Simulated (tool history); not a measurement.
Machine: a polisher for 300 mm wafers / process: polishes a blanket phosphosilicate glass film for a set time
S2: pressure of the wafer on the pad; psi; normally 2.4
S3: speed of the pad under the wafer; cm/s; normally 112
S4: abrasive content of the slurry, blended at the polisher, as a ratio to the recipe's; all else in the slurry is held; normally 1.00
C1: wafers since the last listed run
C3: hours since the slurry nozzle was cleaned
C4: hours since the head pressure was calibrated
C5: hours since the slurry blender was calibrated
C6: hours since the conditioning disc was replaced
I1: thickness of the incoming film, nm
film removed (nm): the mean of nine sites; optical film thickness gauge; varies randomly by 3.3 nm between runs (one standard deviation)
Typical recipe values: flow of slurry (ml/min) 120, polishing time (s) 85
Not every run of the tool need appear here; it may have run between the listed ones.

Run 1, hour 0.0: usual settings; C1 0; wafers polished on this pad 3530; C3 26.0; C4 20.5; C5 302.5; C6 328.0; I1 4782.6. Result: film removed (nm) 508.9.
At hour 23.7: worn pad replaced by a new one.
At hour 69.8: conditioning disc replaced and pad reconditioned.
Run 2, hour 70.3: usual settings but polishing time (s) 97; C1 818; wafers polished on this pad 567; C3 96.3; C4 90.8; C5 372.8; C6 0.5; I1 4722.1. Result: film removed (nm) 569.5.
Run 3, hour 95.7: usual settings but polishing time (s) 97; C1 323; wafers polished on this pad 890; C3 121.7; C4 116.2; C5 398.2; C6 25.9; I1 4639.8. Result: film removed (nm) 571.9.
At hour 98.2: slurry blender recalibrated.
Run 4, hour 156.1: usual settings; C1 743; wafers polished on this pad 1633; C3 182.1; C4 176.6; C5 57.9; C6 86.3; I1 4614.4. Result: film removed (nm) 497.2.
Run 5, hour 222.0: usual settings; C1 838; wafers polished on this pad 2472; C3 248.0; C4 242.5; C5 123.8; C6 152.2; I1 4710.6. Result: film removed (nm) 495.4.
Run 6, hour 289.3: usual settings but S4 1.20; C1 856; wafers polished on this pad 3329; C3 315.3; C4 309.8; C5 191.1; C6 219.5; I1 4731.9. Result: film removed (nm) 548.6.
At hour 328.7: worn pad replaced by a new one.
Run 7, hour 335.4: usual settings but S4 1.20; C1 535; wafers polished on this pad 85; C3 361.4; C4 355.9; C5 237.2; C6 265.6; I1 4708.4. Result: film removed (nm) 544.2.
At hour 339.7: slurry nozzle cleaned.
Run 8, hour 367.9: usual settings but S4 1.20; C1 400; wafers polished on this pad 486; C3 28.2; C4 388.4; C5 269.7; C6 298.1; I1 4717.7. Result: film removed (nm) 549.4.
Run 9, hour 408.1: usual settings but S3 128 cm/s, S4 0.80; C1 511; wafers polished on this pad 998; C3 68.4; C4 428.6; C5 309.9; C6 338.3; I1 4743.3. Result: film removed (nm) 459.4.
Run 10, hour 462.7: usual settings but flow of slurry (ml/min) 85, S3 150 cm/s; C1 694; wafers polished on this pad 1693; C3 123.0; C4 483.2; C5 364.5; C6 392.9; I1 4715.8. Result: film removed (nm) 562.6.
At hour 473.7: conditioning disc replaced and pad reconditioned.
At hour 494.3: slurry blender recalibrated.
Run 11, hour 508.5: usual settings but S2 3.2 psi, S3 88 cm/s, polishing time (s) 58; C1 532; wafers polished on this pad 2225; C3 168.8; C4 529.0; C5 14.2; C6 34.8; I1 4753.5. Result: film removed (nm) 372.4.
At hour 535.8: head pressure recalibrated.
Run 12, hour 591.7: usual settings; C1 1033; wafers polished on this pad 3258; C3 252.0; C4 55.9; C5 97.4; C6 118.0; I1 4742.7. Result: film removed (nm) 504.0.
Run 13, hour 648.9: usual settings but S2 1.9 psi, S4 1.20; C1 728; wafers polished on this pad 3986; C3 309.2; C4 113.1; C5 154.6; C6 175.2; I1 4746.4. Result: film removed (nm) 442.2.
Run 14, hour 693.1: usual settings but flow of slurry (ml/min) 140, S2 2.9 psi; C1 562; wafers polished on this pad 4549; C3 353.4; C4 157.3; C5 198.8; C6 219.4; I1 4799.2. Result: film removed (nm) 619.5.
Run 15, hour 721.6: usual settings but S2 2.1 psi, S4 0.85, polishing time (s) 109; C1 362; wafers polished on this pad 4912; C3 381.9; C4 185.8; C5 227.3; C6 247.9; I1 4659.5. Result: film removed (nm) 501.9.
At hour 736.6: worn pad replaced by a new one.
At hour 748.8: slurry nozzle cleaned.
Run 16, hour 773.1: usual settings but S4 0.90; C1 591; wafers polished on this pad 451; C3 24.3; C4 237.3; C5 278.8; C6 299.4; I1 4650.9. Result: film removed (nm) 462.9.
Run 17, hour 824.1: usual settings but S2 2.8 psi, polishing time (s) 69; C1 649; wafers polished on this pad 1101; C3 75.3; C4 288.3; C5 329.8; C6 350.4; I1 4730.5. Result: film removed (nm) 469.0.
At hour 862.3: conditioning disc replaced and pad reconditioned.
Run 18, hour 875.0: usual settings but S2 3.0 psi, S3 148 cm/s, polishing time (s) 72; C1 622; wafers polished on this pad 1723; C3 126.2; C4 339.2; C5 380.7; C6 12.7; I1 4689.3. Result: film removed (nm) 638.2.
At hour 943.0: slurry blender recalibrated.
Run 19, hour 946.4: usual settings; C1 883; wafers polished on this pad 2606; C3 197.6; C4 410.6; C5 3.4; C6 84.1; I1 4690.4. Result: film removed (nm) 491.1.
Run 20, hour 970.5: usual settings but flow of slurry (ml/min) 135, S2 3.1 psi, polishing time (s) 95; C1 306; wafers polished on this pad 2913; C3 221.7; C4 434.7; C5 27.5; C6 108.2; I1 4789.2. Result: film removed (nm) 723.7.
Run 21, hour 1002.8: usual settings; C1 411; wafers polished on this pad 3324; C3 254.0; C4 467.0; C5 59.8; C6 140.5; I1 4712.6. Result: film removed (nm) 482.0.
Run 22, hour 1034.0: usual settings but S4 0.80, polishing time (s) 111; C1 397; wafers polished on this pad 3721; C3 285.2; C4 498.2; C5 91.0; C6 171.7; I1 4747.8. Result: film removed (nm) 546.5.
At hour 1052.2: worn pad replaced by a new one.
Run 23, hour 1059.7: usual settings but S2 2.0 psi, S4 0.90; C1 276; wafers polished on this pad 95; C3 310.9; C4 523.9; C5 116.7; C6 197.4; I1 4670.4. Result: film removed (nm) 380.9.
At hour 1069.1: slurry nozzle cleaned.
Run 24, hour 1086.1: usual settings but flow of slurry (ml/min) 105, S2 1.9 psi; C1 323; wafers polished on this pad 419; C3 17.0; C4 550.3; C5 143.1; C6 223.8; I1 4692.0. Result: film removed (nm) 375.5.
Run 25, hour 1157.3: usual settings; C1 906; wafers polished on this pad 1325; C3 88.2; C4 621.5; C5 214.3; C6 295.0; I1 4705.1. Result: film removed (nm) 489.6.

4 options for the next run, each taken on its own from the tool as it stands now. Forecast them:
Run A, hour 1157.7: usual settings; C1 5; wafers polished on this pad 1330; C3 88.6; C4 621.9; C5 214.7; C6 295.4; I1 4633.1. Result: film removed (nm) ?.
Run B, hour 1157.7: usual settings but S3 98 cm/s, S4 0.90, polishing time (s) 103; C1 5; wafers polished on this pad 1330; C3 88.6; C4 621.9; C5 214.7; C6 295.4; I1 4633.1. Result: film removed (nm) ?.
Run C, hour 1157.7: usual settings but S3 84 cm/s; C1 5; wafers polished on this pad 1330; C3 88.6; C4 621.9; C5 214.7; C6 295.4; I1 4633.1. Result: film removed (nm) ?.
Run D, hour 1157.7: usual settings but S2 2.6 psi, S4 0.70, polishing time (s) 77; C1 5; wafers polished on this pad 1330; C3 88.6; C4 621.9; C5 214.7; C6 295.4; I1 4633.1. Result: film removed (nm) ?.

run  film removed (nm)
  A              487.6
  B              501.6
  C              398.3
  D              364.7
The same runs, with their run-to-run variation unchanged, on a tool lacking any hidden condition would have given:
run  film removed (nm)
  A              513.0
  B              527.7
  C              419.0
  D              383.7

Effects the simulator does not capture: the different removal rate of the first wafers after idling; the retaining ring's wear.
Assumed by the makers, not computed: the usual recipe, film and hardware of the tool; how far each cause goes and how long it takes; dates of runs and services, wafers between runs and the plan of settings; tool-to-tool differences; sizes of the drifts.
